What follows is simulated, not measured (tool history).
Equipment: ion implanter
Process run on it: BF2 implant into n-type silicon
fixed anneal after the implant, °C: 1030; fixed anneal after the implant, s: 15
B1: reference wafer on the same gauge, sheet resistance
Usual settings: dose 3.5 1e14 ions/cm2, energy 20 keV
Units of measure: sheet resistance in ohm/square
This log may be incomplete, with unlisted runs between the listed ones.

Run 1, hour 0: usual settings; B1 302.74. Result: sheet resistance 334.1 ohm/square.
Run 2, hour 34.7: usual settings; B1 302.98. Result: sheet resistance 335.21 ohm/square.
Run 3, hour 81.5: usual settings; B1 303.1. Result: sheet resistance 336.05 ohm/square.
Run 4, hour 115: usual settings but dose 4.27 1e14 ions/cm2, energy 24 keV; B1 303.14. Result: sheet resistance 278.46 ohm/square.
Run 5, hour 149.6: usual settings but dose 4.27 1e14 ions/cm2, energy 24 keV; B1 302.95. Result: sheet resistance 279.4 ohm/square.
Run 6, hour 176.1: usual settings but dose 4.27 1e14 ions/cm2, energy 24 keV; B1 302.95. Result: sheet resistance 279.09 ohm/square.
Run 7, hour 238.1: usual settings; B1 303.04. Result: sheet resistance 336.3 ohm/square.
Run 8, hour 274.6: usual settings; B1 303.16. Result: sheet resistance 338.11 ohm/square.
At hour 307.6: gauge calibrated.
Run 9, hour 338.9: usual settings; B1 303.37. Result: sheet resistance 340.42 ohm/square.
Run 10, hour 380.1: usual settings but dose 4.21 1e14 ions/cm2, energy 24.5 keV; B1 303.28. Result: sheet resistance 284.33 ohm/square.
At hour 403.8: Faraday cup replaced and dose calibrated.
Run 11, hour 445.2: usual settings but dose 4.09 1e14 ions/cm2, energy 26.5 keV; B1 303.13. Result: sheet resistance 271.02 ohm/square.
At hour 516.4: extraction supply calibrated.
Run 12, hour 516.9: usual settings but energy 18 keV; B1 303.07. Result: sheet resistance 322.6 ohm/square.
Run 13, hour 573.1: usual settings but dose 3.15 1e14 ions/cm2; B1 302.96. Result: sheet resistance 348.06 ohm/square.
Run 14, hour 621.2: usual settings; B1 302.82. Result: sheet resistance 317.97 ohm/square.
Run 15, hour 651: usual settings but dose 4.27 1e14 ions/cm2, energy 24 keV; B1 303.16. Result: sheet resistance 263.97 ohm/square.
Run 16, hour 681.5: usual settings but dose 4.05 1e14 ions/cm2; B1 303.04. Result: sheet resistance 282.1 ohm/square.

Pick out some run-to-run changes in sheet resistance. Of each, how much would a tool without hidden state show as well, from the settings, what came in and chance, and how much is left for the hidden state and any gauge scatter not in both results compared?
The tool's hidden condition here consists of: deviation of the true dose from the Faraday cup's reading, %; deviation of the true energy from its setpoint, %; gauge reads high (%).
Run 3 -> 4: dose 3.5 -> 4.27, energy 20 -> 24. sheet resistance -57.59 ohm/square: hidden state -2.14, all else -55.45.
Run 10 -> 11: dose 4.21 -> 4.09, energy 24.5 -> 26.5, Faraday cup replaced and dose calibrated. sheet resistance -13.31 ohm/square: hidden state -17.54, all else +4.23.
